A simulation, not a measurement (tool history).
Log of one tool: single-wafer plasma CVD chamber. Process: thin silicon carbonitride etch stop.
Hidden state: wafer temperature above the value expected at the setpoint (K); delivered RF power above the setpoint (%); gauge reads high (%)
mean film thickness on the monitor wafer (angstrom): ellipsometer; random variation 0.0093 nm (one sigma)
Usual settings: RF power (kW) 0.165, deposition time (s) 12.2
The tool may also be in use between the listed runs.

run	hour	RF power (kW)	deposition time (s)	wafers since the last listed run	hours since the last thermocouple change	hours since the last RF generator calibration	hours since the showerhead was replaced	hours since the gauge calibration	read-back reference wafer on the same gauge, thickness_nm	mean film thickness on the monitor wafer (angstrom)
1	0	0.175	12.2	0	2003.6	1758.5	3884.4	177.6	6.123	63.53
2	15.9	0.175	12.2	643	2019.5	1774.4	3900.3	193.5	6.128	63.58
3	23.6	0.165	12.8	311	2027.2	1782.1	3908	201.2	6.129	65.6
4	36.3	0.165	12.8	513	2039.9	1794.8	3920.7	213.9	6.133	65.61
5	52.3	0.165	12.2	647	2055.9	1810.8	3936.7	229.9	6.138	62.5
6	58.5	0.165	12.2	250	2062.1	1817	3942.9	236.1	6.138	62.69
# hour 61.5: gauge calibrated
7	70.3	0.165	12.2	477	2073.9	1828.8	3954.7	8.8	6.088	61.95
# hour 79.6: thermocouple changed; heater temperature recalibrated
8	83.8	0.165	12.2	222	4.2	1842.3	3968.2	22.3	6.09	62.25
# hour 94.2: showerhead replaced
# hour 103.1: RF generator calibrated
9	103.6	0.165	10.9	153	24	0.5	9.4	42.1	6.095	55.52
10	114.1	0.165	12.2	424	34.5	11	19.9	52.6	6.098	62.41
11	121.6	0.165	13.7	303	42	18.5	27.4	60.1	6.101	69.81
12	133.7	0.165	12.2	489	54.1	30.6	39.5	72.2	6.105	62.16
13	141	0.175	13.9	295	61.4	37.9	46.8	79.5	6.105	72.05
14	158.6	0.185	12.2	711	79	55.5	64.4	97.1	6.111	64.45
15	174.7	0.165	12.2	651	95.1	71.6	80.5	113.2	6.114	62.36
16	186.3	0.155	11.1	469	106.7	83.2	92.1	124.8	6.117	55.69
17	201.4	0.19	13.9	610	121.8	98.3	107.2	139.9	6.119	74.18

Some steps in mean film thickness on the monitor wafer (angstrom) between neighbouring runs. How much of each would the tool show without its hidden state too (settings, what came in, random variation), and how much is left for the hidden state, with any gauge scatter that isn't in both results?
Run 6 -> 7: gauge calibrated. mean film thickness on the monitor wafer (angstrom) -0.74: hidden state -0.51, all else -0.23.
Run 16 -> 17: RF power (kW) 0.155 -> 0.19, deposition time (s) 11.1 -> 13.9. mean film thickness on the monitor wafer (angstrom) +18.49: hidden state +0.16, all else +18.33.
